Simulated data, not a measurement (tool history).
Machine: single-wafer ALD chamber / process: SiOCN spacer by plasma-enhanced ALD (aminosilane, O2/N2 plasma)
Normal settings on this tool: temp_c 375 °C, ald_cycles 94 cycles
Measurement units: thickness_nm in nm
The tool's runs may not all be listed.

| run | hour | temp_c | ald_cycles | wafers since the last listed run | hours since the last thermocouple change | hours since the gauge calibration | read-back reference wafer on the same gauge, thickness_nm | thickness_nm |
|---|---|---|---|---|---|---|---|---|
| 1 | 0 | 371 | 94 | 0 | 2554.1 | 586.9 | 6.702 | 5.604 |
| 2 | 31.3 | 371 | 94 | 132 | 2585.4 | 618.2 | 6.7 | 5.619 |
| 3 | 58.4 | 371 | 94 | 114 | 2612.5 | 645.3 | 6.697 | 5.634 |
| 4 | 87.3 | 386 | 94 | 122 | 2641.4 | 674.2 | 6.691 | 5.61 |
| 5 | 182.3 | 375 | 100 | 401 | 2736.4 | 769.2 | 6.701 | 5.974 |
| 6 | 213.6 | 375 | 100 | 132 | 2767.7 | 800.5 | 6.699 | 5.937 |
| 7 | 305.9 | 375 | 94 | 389 | 2860 | 892.8 | 6.696 | 5.593 |
| 8 | 320.6 | 375 | 94 | 62 | 2874.7 | 907.5 | 6.697 | 5.623 |
|  | 337.2 | thermocouple changed; heater temperature recalibrated |
| 9 | 352.7 | 375 | 94 | 101 | 15.5 | 939.6 | 6.707 | 5.593 |
| 10 | 383.9 | 367 | 94 | 131 | 46.7 | 970.8 | 6.702 | 5.612 |
| 11 | 402.7 | 367 | 94 | 79 | 65.5 | 989.6 | 6.701 | 5.589 |
| 12 | 421.6 | 367 | 94 | 79 | 84.4 | 1008.5 | 6.704 | 5.586 |
| 13 | 435 | 375 | 101 | 56 | 97.8 | 1021.9 | 6.696 | 6.065 |
| 14 | 469.8 | 375 | 94 | 146 | 132.6 | 1056.7 | 6.699 | 5.624 |
|  | 528.6 | gauge calibrated |
| 15 | 572.9 | 375 | 94 | 435 | 235.7 | 44.3 | 6.692 | 5.616 |
| 16 | 588 | 367 | 108 | 63 | 250.8 | 59.4 | 6.698 | 6.462 |
| 17 | 619.6 | 375 | 94 | 133 | 282.4 | 91 | 6.696 | 5.612 |
| 18 | 642.3 | 390 | 84 | 95 | 305.1 | 113.7 | 6.7 | 4.994 |
| 19 | 672.3 | 375 | 84 | 126 | 335.1 | 143.7 | 6.701 | 5.008 |
| 20 | 736.7 | 388 | 85 | 271 | 399.5 | 208.1 | 6.702 | 5.08 |
| 21 | 769.1 | 375 | 105 | 136 | 431.9 | 240.5 | 6.7 | 6.271 |
| 22 | 853.4 | 388 | 85 | 355 | 516.2 | 324.8 | 6.701 | 5.09 |
| 23 | 874 | 383 | 82 | 86 | 536.8 | 345.4 | 6.701 | 4.896 |
| 24 | 899.7 | 369 | 94 | 108 | 562.5 | 371.1 | 6.705 | 5.602 |

Predict each of these 3 candidate next runs independently; none follows another, all start after run 24:
| A | 900.3 | 375 | 94 | 2 | 563.1 | 371.7 | ? | ? |
| B | 900.3 | 388 | 99 | 2 | 563.1 | 371.7 | ? | ? |
| C | 900.3 | 363 | 108 | 2 | 563.1 | 371.7 | ? | ? |

| run | read-back reference wafer on the same gauge, thickness_nm | thickness_nm |
|---|---|---|
| A | 6.7 | 5.594 |
| B | 6.7 | 5.892 |
| C | 6.7 | 6.427 |
With no hidden state in the tool, these same runs would have given:
| run | thickness_nm |
|---|---|
| A | 5.594 |
| B | 5.892 |
| C | 6.427 |
